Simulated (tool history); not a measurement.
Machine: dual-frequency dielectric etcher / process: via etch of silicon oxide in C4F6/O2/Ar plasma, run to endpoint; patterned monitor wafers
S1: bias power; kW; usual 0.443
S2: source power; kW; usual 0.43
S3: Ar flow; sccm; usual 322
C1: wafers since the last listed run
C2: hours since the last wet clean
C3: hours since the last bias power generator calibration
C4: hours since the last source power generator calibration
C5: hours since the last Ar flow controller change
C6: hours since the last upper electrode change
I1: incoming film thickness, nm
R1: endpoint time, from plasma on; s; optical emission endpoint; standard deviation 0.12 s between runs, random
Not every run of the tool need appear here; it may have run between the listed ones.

run,hour,S1,S2,S3,C1,C2,C3,C4,C5,C6,I1,R1
1,0,0.443,0.43,322,0,463.3,1854.2,3111.1,3392.7,6039,146.6,37.5
# hour 30.8: wet clean of the chamber
2,31.3,0.443,0.43,322,123,0.5,1885.5,3142.4,3424,6070.3,146.7,36
3,51.6,0.469,0.43,322,344,20.8,1905.8,3162.7,3444.3,6090.6,146.2,35.2
4,76.6,0.469,0.43,322,424,45.8,1930.8,3187.7,3469.3,6115.6,147.7,35.7
# hour 108.7: source power generator calibrated
5,132.7,0.469,0.43,322,884,101.9,1986.9,24,3525.4,6171.7,147.2,35.7
6,188.9,0.443,0.43,322,954,158.1,2043.1,80.2,3581.6,6227.9,149.9,37.3
# hour 205.4: bias power generator calibrated
7,259.3,0.443,0.43,322,1127,228.5,53.9,150.6,3652,6298.3,148.6,37.9
8,293.2,0.533,0.39,322,575,262.4,87.8,184.5,3685.9,6332.2,148.6,36.7
9,327.9,0.443,0.43,322,589,297.1,122.5,219.2,3720.6,6366.9,147.5,37.6
10,365.5,0.4,0.52,278,638,334.7,160.1,256.8,3758.2,6404.5,147,36.3
11,402.7,0.443,0.43,322,631,371.9,197.3,294,3795.4,6441.7,146.2,37.5
12,462.2,0.443,0.51,347,1010,431.4,256.8,353.5,3854.9,6501.2,147.3,36.3
# hour 496.1: wet clean of the chamber
# hour 498.9: upper electrode replaced
13,507.2,0.542,0.43,264,308,11.1,301.8,398.5,3899.9,8.3,148.2,33.6
14,571.9,0.443,0.43,322,1098,75.8,366.5,463.2,3964.6,73,147.5,36.7
15,619.1,0.508,0.35,288,801,123,413.7,510.4,4011.8,120.2,147.8,37.1

Expected results for the next run?
16,819,0.443,0.43,322,3395,322.9,613.6,710.3,4211.7,320.1,146,?

{"run 16": {"R1": 37}}
With the hidden condition absent and the run-to-run variation left alone, this run would have shown R1 36.3 s.
